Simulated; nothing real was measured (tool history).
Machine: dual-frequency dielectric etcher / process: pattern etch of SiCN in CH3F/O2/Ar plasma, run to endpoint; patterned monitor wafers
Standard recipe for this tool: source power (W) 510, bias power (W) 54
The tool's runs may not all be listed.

| run | day | source power (W) | bias power (W) | wafers since the last listed run | hours since the last wet clean | hours since the last source power generator calibration | hours since the last bias power generator calibration | hours since the last upper electrode change | incoming incoming film thickness, nm | endpoint time (s) |
|---|---|---|---|---|---|---|---|---|---|---|
| 1 | 0.000 | 510 | 44 | 0 | 206.9 | 1254.3 | 1258.4 | 2581.1 | 11.61 | 35.5 |
| 2 | 2.658 | 510 | 54 | 865 | 270.7 | 1318.1 | 1322.2 | 2644.9 | 11.61 | 34.8 |
| 3 | 4.492 | 510 | 54 | 596 | 314.7 | 1362.1 | 1366.2 | 2688.9 | 11.61 | 34.7 |
| 4 | 7.096 | 510 | 54 | 847 | 377.2 | 1424.6 | 1428.7 | 2751.4 | 11.61 | 35.1 |
| 5 | 8.812 | 540 | 54 | 558 | 418.4 | 1465.8 | 1469.9 | 2792.6 | 11.61 | 34.8 |
| 6 | 9.962 | 540 | 54 | 374 | 446.0 | 1493.4 | 1497.5 | 2820.2 | 11.65 | 34.6 |
| 7 | 11.583 | 540 | 54 | 527 | 484.9 | 1532.3 | 1536.4 | 2859.1 | 11.79 | 35.4 |
| 8 | 13.588 | 510 | 54 | 652 | 533.0 | 1580.4 | 1584.5 | 2907.2 | 11.63 | 35.3 |
|  | 14.996 | wet clean of the chamber |
| 9 | 16.467 | 510 | 54 | 611 | 35.3 | 1649.5 | 1653.6 | 2976.3 | 11.53 | 32.9 |
| 10 | 19.412 | 510 | 54 | 959 | 106.0 | 1720.2 | 1724.3 | 3047.0 | 11.43 | 32.6 |
| 11 | 20.858 | 510 | 54 | 470 | 140.7 | 1754.9 | 1759.0 | 3081.7 | 11.58 | 33.2 |
| 12 | 21.958 | 600 | 65 | 358 | 167.1 | 1781.3 | 1785.4 | 3108.1 | 11.55 | 31.6 |
| 13 | 24.367 | 600 | 65 | 784 | 224.9 | 1839.1 | 1843.2 | 3165.9 | 11.53 | 31.0 |
| 14 | 29.000 | 600 | 65 | 1508 | 336.1 | 1950.3 | 1954.4 | 3277.1 | 11.60 | 31.9 |
|  | 31.467 | source power generator calibrated |
| 15 | 31.738 | 560 | 54 | 836 | 401.8 | 6.5 | 2020.1 | 3342.8 | 11.73 | 34.7 |
| 16 | 33.842 | 450 | 54 | 685 | 452.3 | 57.0 | 2070.6 | 3393.3 | 11.65 | 36.1 |
|  | 36.988 | wet clean of the chamber |
| 17 | 37.008 | 420 | 48 | 705 | 0.5 | 133.0 | 2146.6 | 3469.3 | 11.52 | 35.1 |
| 18 | 37.533 | 510 | 54 | 170 | 13.1 | 145.6 | 2159.2 | 3481.9 | 11.65 | 33.9 |
| 19 | 40.067 | 550 | 62 | 824 | 73.9 | 206.4 | 2220.0 | 3542.7 | 11.56 | 32.6 |
|  | 42.350 | upper electrode replaced |
| 20 | 42.371 | 510 | 54 | 424 | 129.2 | 261.7 | 2275.3 | 0.5 | 11.83 | 34.7 |
| 21 | 43.958 | 590 | 62 | 516 | 167.3 | 299.8 | 2313.4 | 38.6 | 11.55 | 32.4 |
| 22 | 46.579 | 510 | 54 | 853 | 230.2 | 362.7 | 2376.3 | 101.5 | 11.46 | 34.3 |
|  | 49.129 | bias power generator calibrated |
| 23 | 49.150 | 620 | 67 | 782 | 291.9 | 424.4 | 0.5 | 163.2 | 11.71 | 32.5 |
| 24 | 50.696 | 600 | 41 | 503 | 329.0 | 461.5 | 37.6 | 200.3 | 11.62 | 35.3 |
| 25 | 52.496 | 540 | 54 | 585 | 372.2 | 504.7 | 80.8 | 243.5 | 11.54 | 34.3 |
| 26 | 53.971 | 550 | 60 | 480 | 407.6 | 540.1 | 116.2 | 278.9 | 11.63 | 33.8 |
|  | 55.917 | wet clean of the chamber |
| 27 | 56.246 | 380 | 65 | 415 | 7.9 | 594.7 | 170.8 | 333.5 | 11.72 | 34.4 |
| 28 | 58.562 | 400 | 54 | 754 | 63.5 | 650.3 | 226.4 | 389.1 | 11.68 | 36.1 |
| 29 | 61.100 | 510 | 41 | 826 | 124.4 | 711.2 | 287.3 | 450.0 | 11.59 | 35.7 |
| 30 | 62.912 | 540 | 54 | 590 | 167.9 | 754.7 | 330.8 | 493.5 | 11.66 | 34.7 |
| 31 | 65.250 | 390 | 61 | 760 | 224.0 | 810.8 | 386.9 | 549.6 | 11.54 | 35.2 |
| 32 | 70.992 | 450 | 41 | 1869 | 361.8 | 948.6 | 524.7 | 687.4 | 11.67 | 37.0 |
| 33 | 73.988 | 620 | 59 | 975 | 433.7 | 1020.5 | 596.6 | 759.3 | 11.78 | 34.2 |

Consider 4 possible next runs. They are alternatives, not a sequence: every one starts from the tool as it was left by run 33. What does each give?
| A | 74.004 | 470 | 54 | 5 | 434.1 | 1020.9 | 597.0 | 759.7 | 11.59 | ? |
| B | 74.004 | 610 | 61 | 5 | 434.1 | 1020.9 | 597.0 | 759.7 | 11.59 | ? |
| C | 74.004 | 560 | 59 | 5 | 434.1 | 1020.9 | 597.0 | 759.7 | 11.59 | ? |
| D | 74.004 | 510 | 50 | 5 | 434.1 | 1020.9 | 597.0 | 759.7 | 11.59 | ? |

| run | endpoint time (s) |
|---|---|
| A | 36.3 |
| B | 33.7 |
| C | 34.5 |
| D | 36.2 |
Without the tool's hidden state the same runs would have given:
| run | endpoint time (s) |
|---|---|
| A | 34.4 |
| B | 31.9 |
| C | 32.7 |
| D | 34.3 |
